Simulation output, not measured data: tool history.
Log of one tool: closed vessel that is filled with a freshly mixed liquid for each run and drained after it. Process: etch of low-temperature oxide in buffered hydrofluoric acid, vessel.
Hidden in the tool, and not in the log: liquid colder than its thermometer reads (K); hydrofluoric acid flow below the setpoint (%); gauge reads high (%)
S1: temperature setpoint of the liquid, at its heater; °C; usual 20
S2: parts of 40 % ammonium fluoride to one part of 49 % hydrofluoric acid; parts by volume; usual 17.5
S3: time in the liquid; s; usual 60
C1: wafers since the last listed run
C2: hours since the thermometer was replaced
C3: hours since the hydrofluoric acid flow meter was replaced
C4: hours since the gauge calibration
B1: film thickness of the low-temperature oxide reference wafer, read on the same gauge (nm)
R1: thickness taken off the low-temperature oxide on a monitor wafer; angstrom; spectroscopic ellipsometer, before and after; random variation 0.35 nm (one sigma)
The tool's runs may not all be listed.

run,hour,S1,S2,S3,C1,C2,C3,C4,B1,R1
1,0,20,17.5,60,0,1307.9,1446.4,136,100.01,684.9
2,7.6,20,17.5,60,1042,1315.5,1454,143.6,99.99,684.2
3,15.8,20,17.5,85,1125,1323.7,1462.2,151.8,100,974
4,22.7,20,17.5,85,946,1330.6,1469.1,158.7,100,965.5
5,31,17.5,17.5,60,1139,1338.9,1477.4,167,100,598.2
6,41.3,17.5,17.5,60,1413,1349.2,1487.7,177.3,100.02,589.6
7,51.2,20,17.5,60,1358,1359.1,1497.6,187.2,100,683.4
8,64.3,20,17.5,60,1797,1372.2,1510.7,200.3,100,679.1
9,85.1,20,17.5,60,2854,1393,1531.5,221.1,100,680.4
# hour 87.5: thermometer replaced
10,95.3,20,17.5,60,1262,7.8,1541.7,231.3,99.99,750.8
11,112.1,20,17.5,60,2305,24.6,1558.5,248.1,100,748.9
12,127.6,17,17.5,60,2127,40.1,1574,263.6,100,633.5
13,140.5,17,17.5,50,1770,53,1586.9,276.5,100,526.3
14,157.7,23.5,13,45,2360,70.2,1604.1,293.7,99.99,909.4
15,170.7,17,17.5,45,1784,83.2,1617.1,306.7,99.99,470.1
# hour 176.7: gauge calibrated
# hour 178.7: hydrofluoric acid flow meter replaced
16,187.1,20,17.5,60,2113,99.6,8.4,10.4,99.98,839.3
17,194.7,20,15.5,80,1042,107.2,16,18,99.99,1254.3
18,202,25,14.5,80,1001,114.5,23.3,25.3,100,1788.1
19,209.8,20,17.5,60,1070,122.3,31.1,33.1,100,842.7
20,223.4,20,17.5,60,1866,135.9,44.7,46.7,100.02,837.4
21,238.4,20,15.5,50,2058,150.9,59.7,61.7,99.99,785.4
22,247.2,20,17.5,45,1207,159.7,68.5,70.5,100,627
23,256.2,20,17.5,60,1235,168.7,77.5,79.5,100,829.7

Forecast each of these 4 alternatives for the next run:
A,256.9,20,17.5,60,96,169.4,78.2,80.2,?,?
B,256.9,20,13,40,96,169.4,78.2,80.2,?,?
C,256.9,20,12.5,45,96,169.4,78.2,80.2,?,?
D,256.9,20,23.5,90,96,169.4,78.2,80.2,?,?

run,B1,R1
A,99.99,830.7
B,99.99,741.9
C,99.99,867.4
D,99.99,979.6
Without the tool's hidden state the same runs would have given:
run,R1
A,854.4
B,763
C,892
D,1004.9

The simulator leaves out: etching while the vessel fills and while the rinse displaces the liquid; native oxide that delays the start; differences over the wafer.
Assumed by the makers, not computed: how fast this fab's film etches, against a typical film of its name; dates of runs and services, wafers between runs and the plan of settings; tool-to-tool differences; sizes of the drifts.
